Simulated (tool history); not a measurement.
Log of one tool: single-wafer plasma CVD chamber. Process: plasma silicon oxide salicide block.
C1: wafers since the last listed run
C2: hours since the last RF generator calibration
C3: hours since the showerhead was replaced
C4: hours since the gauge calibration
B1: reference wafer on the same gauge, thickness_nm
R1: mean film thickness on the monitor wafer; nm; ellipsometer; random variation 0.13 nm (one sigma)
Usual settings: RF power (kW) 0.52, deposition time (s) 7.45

run 1 hour=0 | RF_power_(kW)=0.52 deposition_time_(s)=7.45 | C1=0 C2=1136.2 C3=4778.5 C4=305.6 | B1=81.186 | R1=77.715
run 2 hour=13 | RF_power_(kW)=0.545 deposition_time_(s)=7.45 | C1=334 C2=1149.2 C3=4791.5 C4=318.6 | B1=81.189 | R1=78.802
-- hour=19.7 gauge calibrated
run 3 hour=27.1 | RF_power_(kW)=0.52 deposition_time_(s)=8.2 | C1=362 C2=1163.3 C3=4805.6 C4=7.4 | B1=81.187 | R1=85.493
run 4 hour=39.3 | RF_power_(kW)=0.52 deposition_time_(s)=8.2 | C1=313 C2=1175.5 C3=4817.8 C4=19.6 | B1=81.221 | R1=85.418
run 5 hour=49.2 | RF_power_(kW)=0.52 deposition_time_(s)=7.45 | C1=254 C2=1185.4 C3=4827.7 C4=29.5 | B1=81.235 | R1=77.452
run 6 hour=64.4 | RF_power_(kW)=0.52 deposition_time_(s)=7.45 | C1=391 C2=1200.6 C3=4842.9 C4=44.7 | B1=81.174 | R1=77.594
run 7 hour=71.9 | RF_power_(kW)=0.52 deposition_time_(s)=7.45 | C1=193 C2=1208.1 C3=4850.4 C4=52.2 | B1=81.175 | R1=77.548
run 8 hour=84.7 | RF_power_(kW)=0.49 deposition_time_(s)=7.45 | C1=329 C2=1220.9 C3=4863.2 C4=65 | B1=81.209 | R1=75.943
run 9 hour=97.6 | RF_power_(kW)=0.49 deposition_time_(s)=7.45 | C1=331 C2=1233.8 C3=4876.1 C4=77.9 | B1=81.204 | R1=76.239
run 10 hour=112.5 | RF_power_(kW)=0.49 deposition_time_(s)=7.45 | C1=383 C2=1248.7 C3=4891 C4=92.8 | B1=81.22 | R1=76.231
run 11 hour=126.9 | RF_power_(kW)=0.52 deposition_time_(s)=7.45 | C1=370 C2=1263.1 C3=4905.4 C4=107.2 | B1=81.226 | R1=77.464
run 12 hour=169.9 | RF_power_(kW)=0.52 deposition_time_(s)=7.45 | C1=1106 C2=1306.1 C3=4948.4 C4=150.2 | B1=81.181 | R1=77.313
run 13 hour=184.2 | RF_power_(kW)=0.52 deposition_time_(s)=8.42 | C1=367 C2=1320.4 C3=4962.7 C4=164.5 | B1=81.184 | R1=87.243
run 14 hour=196.2 | RF_power_(kW)=0.52 deposition_time_(s)=8.42 | C1=308 C2=1332.4 C3=4974.7 C4=176.5 | B1=81.198 | R1=87.312
run 15 hour=204.8 | RF_power_(kW)=0.52 deposition_time_(s)=6.49 | C1=221 C2=1341 C3=4983.3 C4=185.1 | B1=81.212 | R1=67.165
run 16 hour=221 | RF_power_(kW)=0.52 deposition_time_(s)=6.49 | C1=416 C2=1357.2 C3=4999.5 C4=201.3 | B1=81.203 | R1=67.131
run 17 hour=235.8 | RF_power_(kW)=0.52 deposition_time_(s)=7.45 | C1=380 C2=1372 C3=5014.3 C4=216.1 | B1=81.223 | R1=76.994
run 18 hour=243.7 | RF_power_(kW)=0.52 deposition_time_(s)=7.45 | C1=203 C2=1379.9 C3=5022.2 C4=224 | B1=81.224 | R1=77.169
run 19 hour=250 | RF_power_(kW)=0.475 deposition_time_(s)=8.26 | C1=162 C2=1386.2 C3=5028.5 C4=230.3 | B1=81.184 | R1=83.345
run 20 hour=258.9 | RF_power_(kW)=0.48 deposition_time_(s)=7.45 | C1=229 C2=1395.1 C3=5037.4 C4=239.2 | B1=81.152 | R1=75.1
run 21 hour=266.2 | RF_power_(kW)=0.555 deposition_time_(s)=7.45 | C1=187 C2=1402.4 C3=5044.7 C4=246.5 | B1=81.185 | R1=78.676
run 22 hour=292.1 | RF_power_(kW)=0.585 deposition_time_(s)=6.29 | C1=666 C2=1428.3 C3=5070.6 C4=272.4 | B1=81.201 | R1=67.462
run 23 hour=307.4 | RF_power_(kW)=0.52 deposition_time_(s)=7.45 | C1=393 C2=1443.6 C3=5085.9 C4=287.7 | B1=81.185 | R1=76.997
run 24 hour=314 | RF_power_(kW)=0.52 deposition_time_(s)=7.45 | C1=169 C2=1450.2 C3=5092.5 C4=294.3 | B1=81.201 | R1=76.966
run 25 hour=322.1 | RF_power_(kW)=0.43 deposition_time_(s)=8.08 | C1=208 C2=1458.3 C3=5100.6 C4=302.4 | B1=81.171 | R1=78.858
run 26 hour=329.9 | RF_power_(kW)=0.465 deposition_time_(s)=8.72 | C1=200 C2=1466.1 C3=5108.4 C4=310.2 | B1=81.194 | R1=86.942
-- hour=331.9 gauge calibrated
run 27 hour=337.2 | RF_power_(kW)=0.57 deposition_time_(s)=6.55 | C1=187 C2=1473.4 C3=5115.7 C4=5.3 | B1=81.171 | R1=69.409
-- hour=360.4 showerhead replaced
run 28 hour=360.9 | RF_power_(kW)=0.445 deposition_time_(s)=8.21 | C1=404 C2=1497.1 C3=0.5 C4=29 | B1=81.169 | R1=80.958
run 29 hour=368.8 | RF_power_(kW)=0.52 deposition_time_(s)=6.55 | C1=203 C2=1505 C3=8.4 C4=36.9 | B1=81.203 | R1=67.596
-- hour=382.2 RF generator calibrated
run 30 hour=386.3 | RF_power_(kW)=0.52 deposition_time_(s)=7.45 | C1=244 C2=4.1 C3=25.9 C4=54.4 | B1=81.192 | R1=78.633
run 31 hour=392.4 | RF_power_(kW)=0.61 deposition_time_(s)=5.98 | C1=156 C2=10.2 C3=32 C4=60.5 | B1=81.185 | R1=66.272
run 32 hour=398.6 | RF_power_(kW)=0.52 deposition_time_(s)=7.45 | C1=159 C2=16.4 C3=38.2 C4=66.7 | B1=81.219 | R1=78.634
run 33 hour=411.4 | RF_power_(kW)=0.465 deposition_time_(s)=8.73 | C1=329 C2=29.2 C3=51 C4=79.5 | B1=81.229 | R1=89.255
run 34 hour=427.7 | RF_power_(kW)=0.58 deposition_time_(s)=7.45 | C1=419 C2=45.5 C3=67.3 C4=95.8 | B1=81.164 | R1=81.198

Forecast run 35:
run 35 hour=437.8 | RF_power_(kW)=0.62 deposition_time_(s)=8.58 | C1=259 C2=55.6 C3=77.4 C4=105.9 | B1=? | R1=?

{"run 35": {"B1": 81.196, "R1": 95.649}}
Without the tool's hidden state the same run would have given R1 95.818 nm.

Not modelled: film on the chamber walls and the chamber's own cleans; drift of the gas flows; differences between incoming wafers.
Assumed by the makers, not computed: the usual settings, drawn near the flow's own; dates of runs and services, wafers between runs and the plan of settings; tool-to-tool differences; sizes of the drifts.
